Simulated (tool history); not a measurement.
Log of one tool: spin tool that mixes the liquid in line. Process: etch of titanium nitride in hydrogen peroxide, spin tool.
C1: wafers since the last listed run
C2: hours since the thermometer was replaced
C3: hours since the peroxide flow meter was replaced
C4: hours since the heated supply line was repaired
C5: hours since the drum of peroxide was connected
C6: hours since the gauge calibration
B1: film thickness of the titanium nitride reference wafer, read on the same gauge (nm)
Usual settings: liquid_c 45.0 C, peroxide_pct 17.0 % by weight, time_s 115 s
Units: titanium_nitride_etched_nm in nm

{"run": 1, "day": 0.0, "liquid_c": 45.0, "peroxide_pct": 17.0, "time_s": 70, "C1": 0, "C2": 1837.4, "C3": 236.2, "C4": 38.0, "C5": 11.5, "C6": 2524.2, "B1": 89.96, "titanium_nitride_etched_nm": 3.29}
{"day": 0.217, "done": "thermometer replaced"}
{"run": 2, "day": 1.25, "liquid_c": 45.0, "peroxide_pct": 17.0, "time_s": 70, "C1": 245, "C2": 24.8, "C3": 266.2, "C4": 68.0, "C5": 41.5, "C6": 2554.2, "B1": 90.02, "titanium_nitride_etched_nm": 3.49}
{"day": 2.829, "done": "gauge calibrated"}
{"run": 3, "day": 4.212, "liquid_c": 45.0, "peroxide_pct": 17.0, "time_s": 115, "C1": 600, "C2": 95.9, "C3": 337.3, "C4": 139.1, "C5": 112.6, "C6": 33.2, "B1": 89.99, "titanium_nitride_etched_nm": 5.78}
{"run": 4, "day": 6.079, "liquid_c": 45.0, "peroxide_pct": 17.0, "time_s": 115, "C1": 378, "C2": 140.7, "C3": 382.1, "C4": 183.9, "C5": 157.4, "C6": 78.0, "B1": 89.96, "titanium_nitride_etched_nm": 5.76}
{"run": 5, "day": 8.6, "liquid_c": 45.0, "peroxide_pct": 17.0, "time_s": 115, "C1": 511, "C2": 201.2, "C3": 442.6, "C4": 244.4, "C5": 217.9, "C6": 138.5, "B1": 90.0, "titanium_nitride_etched_nm": 5.73}
{"run": 6, "day": 11.062, "liquid_c": 45.0, "peroxide_pct": 17.0, "time_s": 115, "C1": 499, "C2": 260.3, "C3": 501.7, "C4": 303.5, "C5": 277.0, "C6": 197.6, "B1": 89.98, "titanium_nitride_etched_nm": 5.74}
{"run": 7, "day": 12.708, "liquid_c": 45.0, "peroxide_pct": 13.5, "time_s": 115, "C1": 333, "C2": 299.8, "C3": 541.2, "C4": 343.0, "C5": 316.5, "C6": 237.1, "B1": 89.95, "titanium_nitride_etched_nm": 5.39}
{"run": 8, "day": 14.412, "liquid_c": 51.5, "peroxide_pct": 21.5, "time_s": 115, "C1": 345, "C2": 340.7, "C3": 582.1, "C4": 383.9, "C5": 357.4, "C6": 278.0, "B1": 89.94, "titanium_nitride_etched_nm": 9.52}
{"run": 9, "day": 16.079, "liquid_c": 51.5, "peroxide_pct": 12.0, "time_s": 165, "C1": 337, "C2": 380.7, "C3": 622.1, "C4": 423.9, "C5": 397.4, "C6": 318.0, "B1": 89.99, "titanium_nitride_etched_nm": 12.14}
{"run": 10, "day": 18.738, "liquid_c": 53.0, "peroxide_pct": 17.0, "time_s": 115, "C1": 539, "C2": 444.5, "C3": 685.9, "C4": 487.7, "C5": 461.2, "C6": 381.8, "B1": 90.0, "titanium_nitride_etched_nm": 10.1}
{"day": 25.379, "done": "peroxide flow meter replaced"}
{"run": 11, "day": 27.071, "liquid_c": 37.0, "peroxide_pct": 14.5, "time_s": 115, "C1": 1681, "C2": 644.5, "C3": 40.6, "C4": 687.7, "C5": 661.2, "C6": 581.8, "B1": 90.03, "titanium_nitride_etched_nm": 2.92}
{"run": 12, "day": 28.829, "liquid_c": 49.5, "peroxide_pct": 14.0, "time_s": 180, "C1": 356, "C2": 686.7, "C3": 82.8, "C4": 729.9, "C5": 703.4, "C6": 624.0, "B1": 89.98, "titanium_nitride_etched_nm": 11.66}
{"run": 13, "day": 32.725, "liquid_c": 45.0, "peroxide_pct": 17.0, "time_s": 115, "C1": 789, "C2": 780.2, "C3": 176.3, "C4": 823.4, "C5": 796.9, "C6": 717.5, "B1": 90.0, "titanium_nitride_etched_nm": 5.49}
{"day": 35.396, "done": "new drum of peroxide connected"}
{"run": 14, "day": 35.712, "liquid_c": 36.5, "peroxide_pct": 17.0, "time_s": 115, "C1": 597, "C2": 851.9, "C3": 248.0, "C4": 895.1, "C5": 7.6, "C6": 789.2, "B1": 89.96, "titanium_nitride_etched_nm": 2.89}
{"run": 15, "day": 38.483, "liquid_c": 45.0, "peroxide_pct": 17.0, "time_s": 115, "C1": 561, "C2": 918.4, "C3": 314.5, "C4": 961.6, "C5": 74.1, "C6": 855.7, "B1": 90.03, "titanium_nitride_etched_nm": 5.6}
{"run": 16, "day": 40.742, "liquid_c": 45.0, "peroxide_pct": 17.0, "time_s": 115, "C1": 457, "C2": 972.6, "C3": 368.7, "C4": 1015.8, "C5": 128.3, "C6": 909.9, "B1": 89.98, "titanium_nitride_etched_nm": 5.54}
{"run": 17, "day": 43.008, "liquid_c": 45.0, "peroxide_pct": 15.5, "time_s": 65, "C1": 459, "C2": 1027.0, "C3": 423.1, "C4": 1070.2, "C5": 182.7, "C6": 964.3, "B1": 89.98, "titanium_nitride_etched_nm": 3.04}
{"run": 18, "day": 45.454, "liquid_c": 48.0, "peroxide_pct": 21.5, "time_s": 170, "C1": 495, "C2": 1085.7, "C3": 481.8, "C4": 1128.9, "C5": 241.4, "C6": 1023.0, "B1": 90.04, "titanium_nitride_etched_nm": 10.63}
{"run": 19, "day": 48.388, "liquid_c": 36.5, "peroxide_pct": 17.0, "time_s": 185, "C1": 594, "C2": 1156.1, "C3": 552.2, "C4": 1199.3, "C5": 311.8, "C6": 1093.4, "B1": 90.01, "titanium_nitride_etched_nm": 4.59}
{"run": 20, "day": 50.7, "liquid_c": 45.0, "peroxide_pct": 14.5, "time_s": 115, "C1": 468, "C2": 1211.6, "C3": 607.7, "C4": 1254.8, "C5": 367.3, "C6": 1148.9, "B1": 90.03, "titanium_nitride_etched_nm": 5.33}
{"run": 21, "day": 53.175, "liquid_c": 45.0, "peroxide_pct": 14.0, "time_s": 180, "C1": 501, "C2": 1271.0, "C3": 667.1, "C4": 1314.2, "C5": 426.7, "C6": 1208.3, "B1": 89.97, "titanium_nitride_etched_nm": 8.23}
{"run": 22, "day": 55.692, "liquid_c": 36.5, "peroxide_pct": 17.0, "time_s": 65, "C1": 510, "C2": 1331.4, "C3": 727.5, "C4": 1374.6, "C5": 487.1, "C6": 1268.7, "B1": 90.01, "titanium_nitride_etched_nm": 1.61}
{"run": 23, "day": 56.771, "liquid_c": 36.5, "peroxide_pct": 17.0, "time_s": 65, "C1": 218, "C2": 1357.3, "C3": 753.4, "C4": 1400.5, "C5": 513.0, "C6": 1294.6, "B1": 89.98, "titanium_nitride_etched_nm": 1.59}
{"run": 24, "day": 58.004, "liquid_c": 45.0, "peroxide_pct": 13.5, "time_s": 75, "C1": 250, "C2": 1386.9, "C3": 783.0, "C4": 1430.1, "C5": 542.6, "C6": 1324.2, "B1": 89.96, "titanium_nitride_etched_nm": 3.37}
{"run": 25, "day": 59.704, "liquid_c": 45.0, "peroxide_pct": 17.0, "time_s": 115, "C1": 344, "C2": 1427.7, "C3": 823.8, "C4": 1470.9, "C5": 583.4, "C6": 1365.0, "B1": 89.96, "titanium_nitride_etched_nm": 5.46}
{"run": 26, "day": 62.617, "liquid_c": 45.0, "peroxide_pct": 17.0, "time_s": 140, "C1": 590, "C2": 1497.6, "C3": 893.7, "C4": 1540.8, "C5": 653.3, "C6": 1434.9, "B1": 89.99, "titanium_nitride_etched_nm": 6.59}

The same runs without the tool's hidden state, with the same run-to-run variation:
The hidden state here: liquid colder than its thermometer reads (K); peroxide flow above the setpoint (%); temperature lost on the way to the wafer (K); peroxide weaker than its label (%); gauge reads high (%).
run=1 titanium_nitride_etched_nm=3.52
run=2 titanium_nitride_etched_nm=3.53
run=3 titanium_nitride_etched_nm=5.86
run=4 titanium_nitride_etched_nm=5.85
run=5 titanium_nitride_etched_nm=5.83
run=6 titanium_nitride_etched_nm=5.85
run=7 titanium_nitride_etched_nm=5.51
run=8 titanium_nitride_etched_nm=9.74
run=9 titanium_nitride_etched_nm=12.43
run=10 titanium_nitride_etched_nm=10.36
run=11 titanium_nitride_etched_nm=3.03
run=12 titanium_nitride_etched_nm=12.07
run=13 titanium_nitride_etched_nm=5.71
run=14 titanium_nitride_etched_nm=3.02
run=15 titanium_nitride_etched_nm=5.85
run=16 titanium_nitride_etched_nm=5.80
run=17 titanium_nitride_etched_nm=3.19
run=18 titanium_nitride_etched_nm=11.18
run=19 titanium_nitride_etched_nm=4.85
run=20 titanium_nitride_etched_nm=5.64
run=21 titanium_nitride_etched_nm=8.72
run=22 titanium_nitride_etched_nm=1.72
run=23 titanium_nitride_etched_nm=1.70
run=24 titanium_nitride_etched_nm=3.59
run=25 titanium_nitride_etched_nm=5.82
run=26 titanium_nitride_etched_nm=7.05
